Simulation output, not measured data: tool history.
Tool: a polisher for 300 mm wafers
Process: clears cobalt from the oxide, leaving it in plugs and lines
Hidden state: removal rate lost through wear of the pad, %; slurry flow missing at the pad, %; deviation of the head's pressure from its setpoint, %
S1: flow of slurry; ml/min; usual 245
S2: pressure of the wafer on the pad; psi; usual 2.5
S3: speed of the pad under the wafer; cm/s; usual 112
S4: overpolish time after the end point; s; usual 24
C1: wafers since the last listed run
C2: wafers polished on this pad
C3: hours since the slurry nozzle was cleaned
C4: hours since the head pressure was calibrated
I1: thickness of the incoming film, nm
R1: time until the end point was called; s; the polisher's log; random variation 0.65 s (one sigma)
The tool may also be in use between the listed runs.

{"run": 1, "day": 0.0, "S1": 245, "S2": 2.5, "S3": 112, "S4": 24, "C1": 0, "C2": 296, "C3": 586.1, "C4": 1467.2, "I1": 395.6, "R1": 64.3}
{"run": 2, "day": 0.392, "S1": 245, "S2": 2.5, "S3": 112, "S4": 24, "C1": 64, "C2": 360, "C3": 595.5, "C4": 1476.6, "I1": 390.5, "R1": 65.5}
{"run": 3, "day": 1.088, "S1": 245, "S2": 2.5, "S3": 112, "S4": 24, "C1": 114, "C2": 475, "C3": 612.2, "C4": 1493.3, "I1": 394.3, "R1": 64.5}
{"run": 4, "day": 1.346, "S1": 245, "S2": 2.5, "S3": 112, "S4": 24, "C1": 42, "C2": 517, "C3": 618.4, "C4": 1499.5, "I1": 392.2, "R1": 66.2}
{"run": 5, "day": 1.95, "S1": 245, "S2": 2.5, "S3": 96, "S4": 24, "C1": 99, "C2": 617, "C3": 632.9, "C4": 1514, "I1": 397.3, "R1": 76.6}
{"run": 6, "day": 2.275, "S1": 245, "S2": 2.5, "S3": 112, "S4": 24, "C1": 53, "C2": 670, "C3": 640.7, "C4": 1521.8, "I1": 391.2, "R1": 65.2}
{"run": 7, "day": 2.596, "S1": 245, "S2": 2.5, "S3": 112, "S4": 24, "C1": 52, "C2": 723, "C3": 648.4, "C4": 1529.5, "I1": 389.9, "R1": 66.5}
{"run": 8, "day": 3.342, "S1": 245, "S2": 2.5, "S3": 112, "S4": 24, "C1": 122, "C2": 846, "C3": 666.3, "C4": 1547.4, "I1": 388.9, "R1": 66.3}

Run 9 comes next. What will it give?
{"day": 3.504, "done": "head pressure recalibrated"}
{"run": 9, "day": 3.892, "S1": 245, "S2": 2.5, "S3": 112, "S4": 24, "C1": 76, "C2": 922, "C3": 679.5, "C4": 9.3, "I1": 392.1, "R1": "?"}

Run 9 gave R1 66.7 s.
Without the tool's hidden state the same run would have given R1 62.1 s.
